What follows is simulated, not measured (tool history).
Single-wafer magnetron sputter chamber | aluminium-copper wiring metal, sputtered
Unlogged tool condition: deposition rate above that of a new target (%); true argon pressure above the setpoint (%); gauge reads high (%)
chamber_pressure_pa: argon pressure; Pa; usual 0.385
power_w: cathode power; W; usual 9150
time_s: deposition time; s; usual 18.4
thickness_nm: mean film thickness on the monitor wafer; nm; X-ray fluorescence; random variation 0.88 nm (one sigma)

run	day	chamber_pressure_pa	power_w	time_s	wafers since the last listed run	wafers on the sputter target	hours since the last manometer calibration	hours since the magnet pack was replaced	hours since the gauge calibration	read-back reference wafer on the same gauge, thickness_nm	thickness_nm
1	0.000	0.385	9150	19.7	0	1570	1888.1	4842.5	940.5	242.827	323.282
2	1.688	0.385	9150	18.4	851	2421	1928.6	4883.0	981.0	242.723	302.077
3	3.404	0.385	9150	18.4	865	3286	1969.8	4924.2	1022.2	243.039	302.661
4	5.704	0.385	9150	18.4	1159	4446	2025.0	4979.4	1077.4	243.016	301.464
5	7.025	0.420	9150	18.4	666	5112	2056.7	5011.1	1109.1	242.944	294.715
6	9.338	0.420	9150	18.4	1166	6279	2112.2	5066.6	1164.6	243.096	296.494
7	11.229	0.420	9150	18.4	953	7233	2157.6	5112.0	1210.0	243.116	295.469
8	12.946	0.385	9150	18.4	865	8098	2198.8	5153.2	1251.2	243.214	302.352
# day 13.362: sputter target and shields replaced
9	14.096	0.385	9150	18.4	411	369	2226.4	5180.8	1278.8	242.654	301.322
10	16.233	0.385	9150	18.4	1077	1447	2277.7	5232.1	1330.1	242.515	301.552
11	18.617	0.385	9150	18.4	1201	2649	2334.9	5289.3	1387.3	243.101	302.352
12	19.883	0.319	9150	18.4	638	3288	2365.3	5319.7	1417.7	243.020	315.910
13	21.858	0.385	9150	18.4	995	4284	2412.7	5367.1	1465.1	242.745	301.934
14	24.638	0.385	9150	18.4	1401	5685	2479.4	5433.8	1531.8	243.004	301.566
# day 25.004: gauge calibrated
# day 26.333: magnet pack replaced
15	26.829	0.385	9800	18.4	937	6622	2532.0	11.9	43.8	242.708	321.729
16	28.471	0.385	9800	18.4	827	7450	2571.4	51.3	83.2	243.011	320.582
17	29.725	0.341	10700	18.4	632	8083	2601.5	81.4	113.3	242.879	354.547
# day 30.771: sputter target and shields replaced
18	37.112	0.487	10850	21.7	3557	3197	2778.8	258.7	290.6	243.119	387.103
19	39.854	0.385	9800	18.4	1382	4580	2844.6	324.5	356.4	243.375	320.871
20	42.133	0.524	7350	15.7	1149	5729	2899.3	379.2	411.1	243.098	197.101
21	43.558	0.492	9150	16.6	718	6448	2933.5	413.4	445.3	242.946	255.304
# day 45.617: capacitance manometer re-zeroed and calibrated
22	46.338	0.385	9150	18.4	1233	7682	17.3	480.1	512.0	242.918	301.865
# day 47.579: sputter target and shields replaced
23	47.600	0.385	9150	18.4	468	10	47.6	510.4	542.3	243.061	302.574
24	48.871	0.291	7650	21.4	640	650	78.1	540.9	572.8	242.982	321.467
25	50.650	0.298	9150	15.7	897	1548	120.8	583.6	615.5	243.494	273.429
26	57.225	0.385	9150	18.4	3315	4863	278.6	741.4	773.3	242.670	302.685
27	58.562	0.420	9150	18.4	674	5538	310.7	773.5	805.4	242.658	297.719
28	60.125	0.515	10500	20.7	787	6326	348.2	811.0	842.9	243.442	355.092
29	62.108	0.430	8200	20.7	1000	7326	395.8	858.6	890.5	242.913	302.404
30	63.192	0.385	9150	16.6	546	7872	421.8	884.6	916.5	242.813	271.355
# day 63.625: sputter target and shields replaced
31	65.775	0.385	9150	18.4	1134	1084	483.8	946.6	978.5	242.985	300.836
32	68.100	0.325	8300	17.4	1172	2256	539.6	1002.4	1034.3	243.032	273.749
33	69.350	0.385	9150	18.4	630	2887	569.6	1032.4	1064.3	243.189	301.678
34	70.812	0.525	7100	18.4	737	3624	604.7	1067.5	1099.4	242.780	224.979
35	72.671	0.385	10000	18.4	937	4562	649.3	1112.1	1144.0	242.883	325.336

Run-by-run hidden state of the tool:
deposition rate above that of a new target (%): 0 on each run
true argon pressure above the setpoint (%): 0 on each run
gauge reads high (%): 0 on each run
